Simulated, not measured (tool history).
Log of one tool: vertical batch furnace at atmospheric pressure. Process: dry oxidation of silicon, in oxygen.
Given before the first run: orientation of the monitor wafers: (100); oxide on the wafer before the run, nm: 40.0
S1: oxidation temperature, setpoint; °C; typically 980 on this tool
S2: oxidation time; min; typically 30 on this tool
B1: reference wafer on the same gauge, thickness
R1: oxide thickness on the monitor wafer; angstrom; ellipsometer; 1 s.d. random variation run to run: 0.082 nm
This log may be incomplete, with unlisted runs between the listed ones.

Run 1, hour 0: usual settings; B1 63.88. Result: R1 551.1 angstrom.
Run 2, hour 31.1: usual settings; B1 63.9. Result: R1 552.6 angstrom.
Run 3, hour 58.7: usual settings; B1 63.87. Result: R1 551.9 angstrom.
Run 4, hour 116.8: usual settings; B1 63.94. Result: R1 550.7 angstrom.
Run 5, hour 156.6: usual settings; B1 63.97. Result: R1 551 angstrom.
Run 6, hour 220.7: usual settings; B1 63.92. Result: R1 552.1 angstrom.
Run 7, hour 255.3: usual settings; B1 63.93. Result: R1 551.8 angstrom.
Run 8, hour 320.6: usual settings but S1 985 °C; B1 63.93. Result: R1 558.6 angstrom.
Run 9, hour 377.4: usual settings but S1 985 °C; B1 63.91. Result: R1 559.6 angstrom.
Run 10, hour 409.1: usual settings but S1 985 °C; B1 63.9. Result: R1 560.1 angstrom.
Run 11, hour 443: usual settings; B1 63.85. Result: R1 550.7 angstrom.
Run 12, hour 469.1: usual settings; B1 63.89. Result: R1 552.4 angstrom.
Run 13, hour 523.4: usual settings; B1 63.93. Result: R1 552 angstrom.
Run 14, hour 575.1: usual settings but S2 39.5 min; B1 63.94. Result: R1 591.4 angstrom.
Run 15, hour 762.4: usual settings but S2 39.5 min; B1 63.9. Result: R1 594.1 angstrom.
Run 16, hour 797.2: usual settings but S2 39.5 min; B1 63.85. Result: R1 593.7 angstrom.
Run 17, hour 863.2: usual settings but S2 35.5 min; B1 63.89. Result: R1 578.1 angstrom.
Run 18, hour 910.9: usual settings but S1 961 °C, S2 35 min; B1 63.93. Result: R1 548.7 angstrom.
Run 19, hour 950.4: usual settings but S1 965 °C, S2 18 min; B1 63.93. Result: R1 486.6 angstrom.
Run 20, hour 1011.8: usual settings but S1 1002 °C; B1 63.88. Result: R1 594.7 angstrom.
Run 21, hour 1067.1: usual settings but S1 985 °C; B1 63.86. Result: R1 562 angstrom.
Run 22, hour 1111.1: usual settings but S1 994 °C; B1 63.89. Result: R1 567.9 angstrom.
Run 23, hour 1161.9: usual settings but S2 36.5 min; B1 63.89. Result: R1 572.8 angstrom.
Run 24, hour 1208.3: usual settings but S2 36.5 min; B1 63.92. Result: R1 573.5 angstrom.
Run 25, hour 1305.6: usual settings but S1 1004 °C, S2 16 min; B1 63.91. Result: R1 509.6 angstrom.
Run 26, hour 1345.7: usual settings but S1 970 °C, S2 19 min; B1 63.9. Result: R1 492.4 angstrom.
Run 27, hour 1438.3: usual settings; B1 63.91. Result: R1 546.9 angstrom.
Run 28, hour 1508: usual settings but S1 963 °C, S2 36 min; B1 63.91. Result: R1 548.3 angstrom.
Run 29, hour 1579.4: usual settings but S2 18.5 min; B1 63.9. Result: R1 497.1 angstrom.
Run 30, hour 1634: usual settings but S1 961 °C, S2 36 min; B1 63.96. Result: R1 546.1 angstrom.
Run 31, hour 1691.4: usual settings but S1 992 °C, S2 37 min; B1 63.9. Result: R1 602 angstrom.
Run 32, hour 1736.6: usual settings but S1 963 °C, S2 39.5 min; B1 63.91. Result: R1 561.6 angstrom.
Run 33, hour 1786.8: usual settings but S1 998 °C, S2 23 min; B1 63.86. Result: R1 540.7 angstrom.
Run 34, hour 1832.5: usual settings but S1 960 °C, S2 39.5 min; B1 63.87. Result: R1 556.6 angstrom.

Not shown here: 4 entries made in the log between runs. Locate each between two listed runs and compare the hidden state at the listed run before it with the hidden state at the listed run after it:
Run 3 -> run 4: gauge calibrated (hour 67.3)
  true tube temperature minus thermocouple reading, K: 3.68 -> 3.77
  the result without the hidden state subtracted from the measured one, R1: +5.1 -> +5.3 angstrom
Run 13 -> run 14: boat lift adjusted (hour 574.6)
  true tube temperature minus thermocouple reading, K: 4.38 -> 4.45
  the result without the hidden state subtracted from the measured one, R1: +6.1 -> +8 angstrom
Run 21 -> run 22: gauge calibrated (hour 1079.3); thermocouples replaced and temperature profile calibrated (hour 1091.5)
  true tube temperature minus thermocouple reading, K: 5.19 -> 0.145
  the result without the hidden state subtracted from the measured one, R1: +8.3 -> +0.3 angstrom

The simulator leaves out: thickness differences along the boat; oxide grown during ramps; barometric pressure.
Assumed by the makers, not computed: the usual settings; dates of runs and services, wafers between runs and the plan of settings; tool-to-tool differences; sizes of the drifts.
